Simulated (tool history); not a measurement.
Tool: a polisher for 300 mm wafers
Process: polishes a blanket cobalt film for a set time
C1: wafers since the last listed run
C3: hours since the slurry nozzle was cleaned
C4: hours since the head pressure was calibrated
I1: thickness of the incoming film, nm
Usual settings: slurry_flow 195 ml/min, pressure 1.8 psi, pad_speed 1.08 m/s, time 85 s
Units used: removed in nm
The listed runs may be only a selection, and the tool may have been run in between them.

run 1 hour=0.0 | slurry_flow=195 pressure=1.8 pad_speed=1.08 time=85 | C1=0 wafers_polished_on_this_pad=754 C3=72.8 C4=277.8 | I1=1141.6 | removed=403.5
run 2 hour=47.2 | slurry_flow=195 pressure=1.8 pad_speed=1.08 time=85 | C1=519 wafers_polished_on_this_pad=1274 C3=120.0 C4=325.0 | I1=1163.1 | removed=406.1
run 3 hour=120.3 | slurry_flow=195 pressure=1.8 pad_speed=1.08 time=102 | C1=805 wafers_polished_on_this_pad=2079 C3=193.1 C4=398.1 | I1=1160.1 | removed=463.3
run 4 hour=167.2 | slurry_flow=195 pressure=1.8 pad_speed=1.08 time=102 | C1=516 wafers_polished_on_this_pad=2596 C3=240.0 C4=445.0 | I1=1157.3 | removed=462.0
-- hour=221.5 head pressure recalibrated
run 5 hour=225.0 | slurry_flow=195 pressure=2.0 pad_speed=1.08 time=103 | C1=614 wafers_polished_on_this_pad=3210 C3=297.8 C4=3.5 | I1=1138.1 | removed=492.7
run 6 hour=272.5 | slurry_flow=195 pressure=2.0 pad_speed=1.08 time=103 | C1=523 wafers_polished_on_this_pad=3733 C3=345.3 C4=51.0 | I1=1150.8 | removed=498.8
run 7 hour=349.4 | slurry_flow=175 pressure=1.8 pad_speed=1.08 time=100 | C1=846 wafers_polished_on_this_pad=4580 C3=422.2 C4=127.9 | I1=1135.4 | removed=413.2
-- hour=400.5 slurry nozzle cleaned
-- hour=426.0 worn pad replaced by a new one
run 8 hour=426.3 | slurry_flow=175 pressure=1.8 pad_speed=1.08 time=100 | C1=791 wafers_polished_on_this_pad=3 C3=25.8 C4=204.8 | I1=1136.8 | removed=482.8
run 9 hour=505.4 | slurry_flow=175 pressure=1.8 pad_speed=1.08 time=100 | C1=871 wafers_polished_on_this_pad=874 C3=104.9 C4=283.9 | I1=1145.0 | removed=469.8
run 10 hour=557.7 | slurry_flow=195 pressure=1.8 pad_speed=0.90 time=85 | C1=575 wafers_polished_on_this_pad=1450 C3=157.2 C4=336.2 | I1=1129.5 | removed=331.5
-- hour=614.0 head pressure recalibrated
run 11 hour=659.5 | slurry_flow=195 pressure=1.8 pad_speed=0.90 time=85 | C1=1099 wafers_polished_on_this_pad=2549 C3=259.0 C4=45.5 | I1=1140.0 | removed=311.0
run 12 hour=741.5 | slurry_flow=195 pressure=1.8 pad_speed=1.08 time=85 | C1=903 wafers_polished_on_this_pad=3453 C3=341.0 C4=127.5 | I1=1161.4 | removed=374.2
run 13 hour=825.7 | slurry_flow=195 pressure=1.8 pad_speed=1.08 time=85 | C1=927 wafers_polished_on_this_pad=4380 C3=425.2 C4=211.7 | I1=1167.9 | removed=360.5
-- hour=878.4 worn pad replaced by a new one
run 14 hour=915.7 | slurry_flow=195 pressure=1.8 pad_speed=1.08 time=85 | C1=947 wafers_polished_on_this_pad=410 C3=515.2 C4=301.7 | I1=1150.2 | removed=389.4
-- hour=939.5 slurry nozzle cleaned
run 15 hour=999.2 | slurry_flow=260 pressure=1.8 pad_speed=1.08 time=75 | C1=908 wafers_polished_on_this_pad=1319 C3=59.7 C4=385.2 | I1=1147.2 | removed=371.4
-- hour=1042.7 head pressure recalibrated
run 16 hour=1103.4 | slurry_flow=195 pressure=1.8 pad_speed=1.08 time=85 | C1=1125 wafers_polished_on_this_pad=2444 C3=163.9 C4=60.7 | I1=1154.9 | removed=379.6
run 17 hour=1142.7 | slurry_flow=155 pressure=2.1 pad_speed=0.90 time=108 | C1=432 wafers_polished_on_this_pad=2877 C3=203.2 C4=100.0 | I1=1153.6 | removed=461.8
run 18 hour=1200.2 | slurry_flow=195 pressure=2.3 pad_speed=1.08 time=85 | C1=633 wafers_polished_on_this_pad=3510 C3=260.7 C4=157.5 | I1=1160.1 | removed=477.3
-- hour=1256.9 worn pad replaced by a new one
run 19 hour=1396.1 | slurry_flow=195 pressure=2.3 pad_speed=1.24 time=64 | C1=2113 wafers_polished_on_this_pad=1532 C3=456.6 C4=353.4 | I1=1150.4 | removed=401.6
-- hour=1427.5 head pressure recalibrated
run 20 hour=1498.6 | slurry_flow=195 pressure=1.8 pad_speed=0.92 time=56 | C1=1106 wafers_polished_on_this_pad=2639 C3=559.1 C4=71.1 | I1=1158.2 | removed=200.4
-- hour=1522.6 slurry nozzle cleaned
run 21 hour=1596.0 | slurry_flow=195 pressure=1.8 pad_speed=1.08 time=85 | C1=1061 wafers_polished_on_this_pad=3701 C3=73.4 C4=168.5 | I1=1150.1 | removed=380.0
run 22 hour=1665.7 | slurry_flow=195 pressure=1.8 pad_speed=0.76 time=85 | C1=767 wafers_polished_on_this_pad=4468 C3=143.1 C4=238.2 | I1=1161.5 | removed=260.9
-- hour=1734.0 worn pad replaced by a new one
run 23 hour=1740.3 | slurry_flow=195 pressure=1.2 pad_speed=0.80 time=85 | C1=777 wafers_polished_on_this_pad=69 C3=217.7 C4=312.8 | I1=1151.5 | removed=200.7

What does the tool deliver on the next run?
run 24 hour=1802.6 | slurry_flow=165 pressure=1.8 pad_speed=0.84 time=85 | C1=686 wafers_polished_on_this_pad=755 C3=280.0 C4=375.1 | I1=1138.9 | removed=?

Logged for run 24: removed 293.3 nm.
If the tool had no hidden condition, the same run with the same run-to-run variation would have returned removed 314.1 nm.
